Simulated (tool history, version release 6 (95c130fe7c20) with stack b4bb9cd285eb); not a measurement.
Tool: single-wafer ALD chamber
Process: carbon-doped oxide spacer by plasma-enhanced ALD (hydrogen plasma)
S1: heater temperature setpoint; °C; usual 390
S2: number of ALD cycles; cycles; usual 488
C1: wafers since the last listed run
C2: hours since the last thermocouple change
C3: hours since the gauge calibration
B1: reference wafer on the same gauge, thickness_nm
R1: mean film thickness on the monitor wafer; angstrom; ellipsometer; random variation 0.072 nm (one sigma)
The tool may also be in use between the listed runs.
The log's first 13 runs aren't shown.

run 14 day=28.475 | S1=390 S2=415 | C1=17 C2=1245 C3=1129.2 | B1=20.991 | R1=205.27
-- day=29.425 gauge calibrated
run 15 day=31.192 | S1=385 S2=488 | C1=30 C2=1310.2 C3=42.4 | B1=20.998 | R1=242.15
run 16 day=33.012 | S1=385 S2=488 | C1=20 C2=1353.9 C3=86.1 | B1=20.994 | R1=242.29
run 17 day=34.392 | S1=385 S2=488 | C1=15 C2=1387 C3=119.2 | B1=21.002 | R1=243.78
run 18 day=37.104 | S1=396 S2=538 | C1=30 C2=1452.1 C3=184.3 | B1=20.988 | R1=269.43
run 19 day=38.604 | S1=396 S2=488 | C1=16 C2=1488.1 C3=220.3 | B1=21.015 | R1=244.39
run 20 day=39.767 | S1=396 S2=458 | C1=13 C2=1516 C3=248.2 | B1=20.999 | R1=228.02
run 21 day=42.475 | S1=390 S2=488 | C1=30 C2=1581 C3=313.2 | B1=20.997 | R1=241.89

The next listed run, before its measurement:
run 22 day=44.533 | S1=390 S2=488 | C1=23 C2=1630.4 C3=362.6 | B1=? | R1=?

B1: 20.992
R1: 243.64 angstrom
Without the tool's hidden state the same run would have given R1 243.64 angstrom.

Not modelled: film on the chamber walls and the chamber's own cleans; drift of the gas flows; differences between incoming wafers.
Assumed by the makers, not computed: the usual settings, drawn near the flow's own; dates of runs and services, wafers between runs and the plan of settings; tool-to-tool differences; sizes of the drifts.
